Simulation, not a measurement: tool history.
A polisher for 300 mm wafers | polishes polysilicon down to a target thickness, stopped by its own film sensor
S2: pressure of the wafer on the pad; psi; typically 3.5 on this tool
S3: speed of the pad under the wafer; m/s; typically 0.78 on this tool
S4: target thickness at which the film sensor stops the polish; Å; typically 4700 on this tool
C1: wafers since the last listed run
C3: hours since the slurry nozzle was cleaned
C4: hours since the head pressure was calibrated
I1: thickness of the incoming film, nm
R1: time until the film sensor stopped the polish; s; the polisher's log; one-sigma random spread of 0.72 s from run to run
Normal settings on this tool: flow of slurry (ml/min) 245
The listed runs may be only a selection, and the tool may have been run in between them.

Run 1, hour 0: usual settings but S3 0.58 m/s; C1 0; wafers polished on this pad 1210; C3 172.9; C4 651.2; I1 1266.3. Result: R1 127.2 s.
At hour 6.6: worn pad replaced by a new one.
Run 2, hour 7: usual settings but S3 0.58 m/s; C1 17; wafers polished on this pad 2; C3 179.9; C4 658.2; I1 1256.7. Result: R1 112.8 s.
Run 3, hour 17.1: usual settings; C1 58; wafers polished on this pad 61; C3 190; C4 668.3; I1 1288.8. Result: R1 88.2 s.
Run 4, hour 32.6: usual settings; C1 90; wafers polished on this pad 152; C3 205.5; C4 683.8; I1 1262.7. Result: R1 86.4 s.
Run 5, hour 48.2: usual settings; C1 91; wafers polished on this pad 243; C3 221.1; C4 699.4; I1 1266. Result: R1 88.4 s.
Run 6, hour 62.5: usual settings; C1 83; wafers polished on this pad 326; C3 235.4; C4 713.7; I1 1266.1. Result: R1 89.4 s.
Run 7, hour 79.6: usual settings; C1 99; wafers polished on this pad 426; C3 252.5; C4 730.8; I1 1269. Result: R1 91.4 s.
Run 8, hour 97.4: usual settings; C1 103; wafers polished on this pad 530; C3 270.3; C4 748.6; I1 1254.5. Result: R1 89.9 s.
Run 9, hour 110.9: usual settings but S4 3490 Å; C1 78; wafers polished on this pad 609; C3 283.8; C4 762.1; I1 1276.4. Result: R1 107.8 s.
Run 10, hour 122.8: usual settings but S4 3490 Å; C1 69; wafers polished on this pad 678; C3 295.7; C4 774; I1 1286.3. Result: R1 108.9 s.
Run 11, hour 138.7: usual settings; C1 92; wafers polished on this pad 771; C3 311.6; C4 789.9; I1 1261.4. Result: R1 92.6 s.
Run 12, hour 151: usual settings; C1 71; wafers polished on this pad 843; C3 323.9; C4 802.2; I1 1285.2. Result: R1 95.2 s.
Run 13, hour 160.8: usual settings; C1 57; wafers polished on this pad 900; C3 333.7; C4 812; I1 1278.9. Result: R1 94.4 s.
Run 14, hour 172.9: usual settings but S2 4.3 psi; C1 70; wafers polished on this pad 971; C3 345.8; C4 824.1; I1 1243.9. Result: R1 76.7 s.
Run 15, hour 183: usual settings but S2 4.3 psi; C1 58; wafers polished on this pad 1030; C3 355.9; C4 834.2; I1 1270.6. Result: R1 79.8 s.
At hour 217.7: worn pad replaced by a new one.
Run 16, hour 230.4: usual settings but S2 4.3 psi; C1 253; wafers polished on this pad 74; C3 403.3; C4 881.6; I1 1254. Result: R1 72.1 s.
Run 17, hour 239.7: usual settings; C1 54; wafers polished on this pad 128; C3 412.6; C4 890.9; I1 1267.9. Result: R1 86.4 s.
Run 18, hour 252.5: usual settings; C1 74; wafers polished on this pad 203; C3 425.4; C4 903.7; I1 1252.4. Result: R1 86 s.
Run 19, hour 265.5: usual settings; C1 75; wafers polished on this pad 279; C3 438.4; C4 916.7; I1 1279.2. Result: R1 89.8 s.
Run 20, hour 271.9: usual settings; C1 37; wafers polished on this pad 316; C3 444.8; C4 923.1; I1 1278.7. Result: R1 90.8 s.
Run 21, hour 287.1: usual settings; C1 88; wafers polished on this pad 405; C3 460; C4 938.3; I1 1271.1. Result: R1 92 s.
Run 22, hour 293.3: usual settings but S2 3.8 psi, S3 0.66 m/s; C1 36; wafers polished on this pad 441; C3 466.2; C4 944.5; I1 1286.2. Result: R1 100.6 s.
At hour 297.5: head pressure recalibrated.
Run 23, hour 308.3: usual settings but S2 3.8 psi; C1 75; wafers polished on this pad 517; C3 481.2; C4 10.8; I1 1258.5. Result: R1 83.7 s.
Run 24, hour 316.6: usual settings but flow of slurry (ml/min) 325, S2 3.1 psi, S3 1 m/s, S4 6790 Å; C1 48; wafers polished on this pad 565; C3 489.5; C4 19.1; I1 1279.7. Result: R1 57.7 s.
Run 25, hour 333: usual settings but S3 0.96 m/s, S4 7390 Å; C1 95; wafers polished on this pad 661; C3 505.9; C4 35.5; I1 1275.2. Result: R1 49.7 s.
At hour 347: slurry nozzle cleaned.
Run 26, hour 350.2: usual settings but S4 6190 Å; C1 94; wafers polished on this pad 756; C3 3.2; C4 52.7; I1 1268.4. Result: R1 75 s.
Run 27, hour 358: usual settings; C1 45; wafers polished on this pad 801; C3 11; C4 60.5; I1 1293. Result: R1 94.9 s.
Run 28, hour 371.5: usual settings but flow of slurry (ml/min) 295; C1 78; wafers polished on this pad 880; C3 24.5; C4 74; I1 1250.2. Result: R1 89.9 s.
Run 29, hour 387: usual settings; C1 90; wafers polished on this pad 971; C3 40; C4 89.5; I1 1271.3. Result: R1 93.7 s.
Run 30, hour 404.6: usual settings but flow of slurry (ml/min) 305, S2 4.6 psi; C1 102; wafers polished on this pad 1074; C3 57.6; C4 107.1; I1 1268.1. Result: R1 73.2 s.
Run 31, hour 412.9: usual settings but S2 4.4 psi, S3 0.88 m/s; C1 48; wafers polished on this pad 1122; C3 65.9; C4 115.4; I1 1260.8. Result: R1 69 s.
Run 32, hour 427.4: usual settings but S3 0.9 m/s; C1 84; wafers polished on this pad 1207; C3 80.4; C4 129.9; I1 1266.1. Result: R1 80.5 s.
Run 33, hour 434.9: usual settings but S3 0.68 m/s, S4 2860 Å; C1 43; wafers polished on this pad 1251; C3 87.9; C4 137.4; I1 1279.2. Result: R1 133.5 s.

Subtracting, for every run, the result it would have given without the tool's unlogged condition from the measured result gives the following. The same run-to-run variation enters both numbers; the gauge's scatter may not:
What the log doesn't record here: removal rate lost through wear of the pad, %; slurry flow missing at the pad, %; deviation of the head's pressure from its setpoint, %.
run     R1
  1  +12.9
  2   +1.4
  3   +2.2
  4   +3.6
  5   +4.8
  6   +5.8
  7   +6.9
  8   +7.5
  9   +9.5
 10  +10.1
 11     +9
 12   +9.4
 13   +9.6
 14   +7.9
 15   +8.4
 16   +1.6
 17   +2.8
 18   +3.7
 19   +4.8
 20   +5.4
 21   +6.2
 22   +7.2
 23   +6.6
 24   +4.7
 25   +4.3
 26   +6.9
 27   +8.9
 28   +8.6
 29   +9.3
 30   +7.5
 31   +7.1
 32   +8.4
 33  +13.9

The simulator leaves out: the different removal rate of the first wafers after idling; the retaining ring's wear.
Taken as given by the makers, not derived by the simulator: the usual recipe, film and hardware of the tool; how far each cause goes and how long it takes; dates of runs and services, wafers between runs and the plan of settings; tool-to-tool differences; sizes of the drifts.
